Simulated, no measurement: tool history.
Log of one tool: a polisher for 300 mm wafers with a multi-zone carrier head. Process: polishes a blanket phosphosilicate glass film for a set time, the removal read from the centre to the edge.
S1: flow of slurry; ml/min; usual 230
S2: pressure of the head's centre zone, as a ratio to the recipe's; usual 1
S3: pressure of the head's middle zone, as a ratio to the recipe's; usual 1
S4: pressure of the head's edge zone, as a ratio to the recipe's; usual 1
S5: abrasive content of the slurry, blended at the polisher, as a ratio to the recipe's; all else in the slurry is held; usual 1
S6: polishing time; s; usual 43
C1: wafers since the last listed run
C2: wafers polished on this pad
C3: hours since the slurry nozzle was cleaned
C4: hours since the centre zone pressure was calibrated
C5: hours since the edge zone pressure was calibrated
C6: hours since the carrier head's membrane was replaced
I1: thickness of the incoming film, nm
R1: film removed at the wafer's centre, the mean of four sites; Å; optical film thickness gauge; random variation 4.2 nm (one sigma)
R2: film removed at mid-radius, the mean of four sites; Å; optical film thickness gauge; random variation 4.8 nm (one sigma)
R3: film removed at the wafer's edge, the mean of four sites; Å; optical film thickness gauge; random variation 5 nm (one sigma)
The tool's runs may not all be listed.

| run | hour | S1 | S2 | S3 | S4 | S5 | S6 | C1 | C2 | C3 | C4 | C5 | C6 | I1 | R1 | R2 | R3 |
|---|---|---|---|---|---|---|---|---|---|---|---|---|---|---|---|---|---|
| 1 | 0 | 230 | 1 | 0.96 | 1 | 1 | 39 | 0 | 1174 | 730.2 | 479.8 | 854.7 | 1762.5 | 4477.9 | 3091 | 3108 | 3207 |
| 2 | 27.2 | 230 | 1 | 0.96 | 1 | 1 | 39 | 326 | 1500 | 757.4 | 507 | 881.9 | 1789.7 | 4537.6 | 3131 | 3053 | 3168 |
|  | 43.8 | slurry nozzle cleaned |
|  | 47.3 | worn pad replaced by a new one |
| 3 | 52.4 | 230 | 1 | 0.96 | 1 | 1 | 39 | 248 | 61 | 8.6 | 532.2 | 907.1 | 1814.9 | 4491.7 | 3462 | 3313 | 3463 |
| 4 | 71.9 | 230 | 1 | 1 | 1 | 1 | 43 | 233 | 295 | 28.1 | 551.7 | 926.6 | 1834.4 | 4468.5 | 3737 | 3726 | 3775 |
| 5 | 87 | 230 | 1 | 1 | 1 | 1 | 43 | 181 | 476 | 43.2 | 566.8 | 941.7 | 1849.5 | 4580.6 | 3769 | 3774 | 3752 |
|  | 98.9 | carrier head's membrane replaced by a new one |
| 6 | 111.4 | 230 | 1 | 1 | 0.97 | 1.1 | 43 | 232 | 708 | 67.6 | 591.2 | 966.1 | 12.5 | 4528.9 | 3935 | 3814 | 3880 |
|  | 120.9 | centre zone pressure recalibrated |
| 7 | 167.5 | 230 | 1 | 1 | 1 | 1 | 43 | 648 | 1357 | 123.7 | 46.6 | 1022.2 | 68.6 | 4489.9 | 3670 | 3713 | 3702 |
|  | 195.6 | worn pad replaced by a new one |
| 8 | 199.6 | 250 | 1 | 1 | 1 | 1 | 43 | 336 | 48 | 155.8 | 78.7 | 1054.3 | 100.7 | 4531.6 | 3728 | 3673 | 3676 |
| 9 | 217.7 | 230 | 1 | 1 | 1 | 1 | 43 | 216 | 265 | 173.9 | 96.8 | 1072.4 | 118.8 | 4553 | 3626 | 3570 | 3706 |
| 10 | 267.6 | 230 | 1 | 1 | 1.11 | 1.15 | 43 | 598 | 863 | 223.8 | 146.7 | 1122.3 | 168.7 | 4549.2 | 3894 | 3891 | 4089 |
| 11 | 297.7 | 230 | 1 | 1 | 1 | 1 | 43 | 360 | 1224 | 253.9 | 176.8 | 1152.4 | 198.8 | 4574.3 | 3596 | 3528 | 3679 |
| 12 | 312.8 | 230 | 1 | 1 | 1 | 1 | 43 | 181 | 1405 | 269 | 191.9 | 1167.5 | 213.9 | 4508.1 | 3617 | 3541 | 3788 |
| 13 | 326.5 | 230 | 1 | 1 | 1 | 1 | 43 | 164 | 1569 | 282.7 | 205.6 | 1181.2 | 227.6 | 4560.2 | 3598 | 3662 | 3655 |
|  | 334.3 | edge zone pressure recalibrated |
| 14 | 342.3 | 230 | 1 | 1 | 1 | 1 | 43 | 165 | 1735 | 298.5 | 221.4 | 8 | 243.4 | 4484.3 | 3524 | 3584 | 3597 |
|  | 364.3 | worn pad replaced by a new one |
| 15 | 377.2 | 230 | 1.12 | 1 | 1 | 1 | 37 | 370 | 154 | 333.4 | 256.3 | 42.9 | 278.3 | 4510.5 | 3384 | 3063 | 3163 |
| 16 | 411.6 | 290 | 1 | 0.94 | 1 | 1 | 43 | 412 | 567 | 367.8 | 290.7 | 77.3 | 312.7 | 4495.6 | 3681 | 3483 | 3709 |

Forecast run 17:
| 17 | 429.1 | 255 | 1 | 1 | 1 | 1 | 29 | 209 | 777 | 385.3 | 308.2 | 94.8 | 330.2 | 4519.3 | ? | ? | ? |

R1: 2389 Å
R2: 2446 Å
R3: 2509 Å
Without the tool's hidden state the same run would have given R1 2590 Å, R2 2628 Å, R3 2645 Å.
